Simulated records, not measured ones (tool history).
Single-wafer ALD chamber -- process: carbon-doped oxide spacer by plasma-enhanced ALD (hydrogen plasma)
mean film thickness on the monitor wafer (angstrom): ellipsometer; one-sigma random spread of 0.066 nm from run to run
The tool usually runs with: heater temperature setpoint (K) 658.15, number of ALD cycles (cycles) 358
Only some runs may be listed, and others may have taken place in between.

run	hour	heater temperature setpoint (K)	number of ALD cycles (cycles)	read-back reference wafer on the same gauge, thickness_nm	mean film thickness on the monitor wafer (angstrom)
1	0.0	670.15	358	22.789	189.40
2	94.8	670.15	358	22.800	190.01
3	195.1	658.15	377	22.799	198.87
4	248.1	658.15	377	22.803	200.32
5	291.9	658.15	358	22.804	190.43
6	393.4	658.15	358	22.804	189.27
7	451.1	658.15	383	22.797	203.56
8	553.6	658.15	404	22.804	214.29
# hour 597.7: gauge calibrated
9	630.6	658.15	358	22.784	191.02
10	675.1	643.15	308	22.808	163.82
11	717.1	647.15	358	22.791	189.51
12	819.9	669.15	402	22.794	213.42
# hour 861.8: thermocouple changed; heater temperature recalibrated
13	877.1	645.15	358	22.786	189.89
14	940.6	669.15	321	22.812	170.16
15	1000.7	658.15	358	22.807	189.79
16	1069.2	658.15	358	22.798	190.04
17	1152.0	658.15	358	22.798	189.67
18	1189.2	658.15	358	22.811	189.66
19	1249.4	664.15	321	22.776	170.43

4 ways to go on from here, each from the tool as it stands after run 19. What would each give?
A	1250.3	658.15	358	?	?
B	1250.3	670.15	423	?	?
C	1250.3	668.15	304	?	?
D	1250.3	669.15	426	?	?

run	read-back reference wafer on the same gauge, thickness_nm	mean film thickness on the monitor wafer (angstrom)
A	22.814	190.12
B	22.814	224.64
C	22.814	161.44
D	22.814	226.23
Without the tool's unlogged condition, the same runs would have read:
run	mean film thickness on the monitor wafer (angstrom)
A	190.12
B	224.64
C	161.44
D	226.23
